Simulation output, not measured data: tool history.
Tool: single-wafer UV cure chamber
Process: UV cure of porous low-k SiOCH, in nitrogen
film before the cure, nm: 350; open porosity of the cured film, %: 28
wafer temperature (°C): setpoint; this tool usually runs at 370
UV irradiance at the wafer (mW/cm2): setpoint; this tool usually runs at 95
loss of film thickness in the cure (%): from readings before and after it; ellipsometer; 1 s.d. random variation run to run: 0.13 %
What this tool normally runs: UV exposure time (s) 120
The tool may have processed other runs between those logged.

run     day  wafer temperature (°C)  UV exposure time (s)  UV irradiance at the wafer (mW/cm2)  wafers since the last listed run  hours since the UV bulbs were replaced  wafers since the quartz window was cleaned  loss of film thickness in the cure (%)
  1       0                     370                   120                                   95                                 0                                  1865.6                                         291                                   7.267
  2   1.221                     370                   120                                   95                               219                                  1894.9                                         511                                   7.289
  3   2.479                     370                   120                                   95                               226                                  1925.1                                         738                                   7.102
  4   3.854                     370                   120                                   95                               247                                  1958.1                                         986                                    6.69
  5   4.621                     370                   120                                   95                               138                                  1976.5                                        1124                                   6.632
      6.154  -- quartz window cleaned
  6   6.175                     370                   120                                   95                               219                                  2013.8                                           3                                   6.947
  7   6.904                     370                   120                                   95                               131                                  2031.3                                         135                                   6.959
  8   7.488                     370                    90                                   95                               105                                  2045.3                                         240                                   5.757
     10.333  -- UV bulbs replaced
  9  10.354                     370                    90                                   95                               456                                     0.5                                         696                                   7.373
 10  11.096                     374                   120                                   95                               133                                    18.3                                         830                                   8.567
 11    11.8                     374                   120                                   95                               126                                    35.2                                         957                                   8.484
 12  12.875                     374                   120                                   95                               193                                      61                                        1150                                   8.244
     13.504  -- quartz window cleaned
 13  16.354                     364                    55                                   71                               566                                   144.5                                         513                                   4.438
 14  17.458                     370                   120                                   77                               198                                     171                                         712                                   7.727
 15   18.05                     383                    55                                   95                               106                                   185.2                                         819                                   5.558
 16    18.7                     364                    55                                   71                               117                                   200.8                                         936                                   4.147
 17  21.212                     370                   120                                   64                               452                                   261.1                                        1388                                   6.158
     22.321  -- quartz window cleaned
 18  22.342                     370                   190                                  106                               143                                   288.2                                           3                                  11.521
 19  23.104                     370                   120                                  127                               137                                   306.5                                         141                                  10.149
 20  24.225                     370                   185                                   95                               201                                   333.4                                         343                                  10.842
 21  24.942                     370                   120                                   95                               129                                   350.6                                         472                                   8.667
 22  25.896                     376                   120                                   60                               171                                   373.5                                         644                                   6.671
 23  26.629                     374                   120                                   95                               132                                   391.1                                         776                                   8.729
 24  27.842                     374                   120                                   95                               218                                   420.2                                         994                                   8.329
 25  28.908                     370                   120                                   95                               192                                   445.8                                        1186                                   8.056

3 options for the next run, each taken on its own from the tool as it stands now. Forecast them:
  A  28.929                     370                   120                                   66                                 3                                   446.3                                        1190                                       ?
  B  28.929                     370                   145                                   95                                 3                                   446.3                                        1190                                       ?
  C  28.929                     370                    80                                   68                                 3                                   446.3                                        1190                                       ?

run  loss of film thickness in the cure (%)
  A                                   6.566
  B                                   8.969
  C                                   5.098
Stripped of hidden state, with their random variation kept, the same runs would have yielded:
run  loss of film thickness in the cure (%)
  A                                   7.483
  B                                   9.953
  C                                   5.924
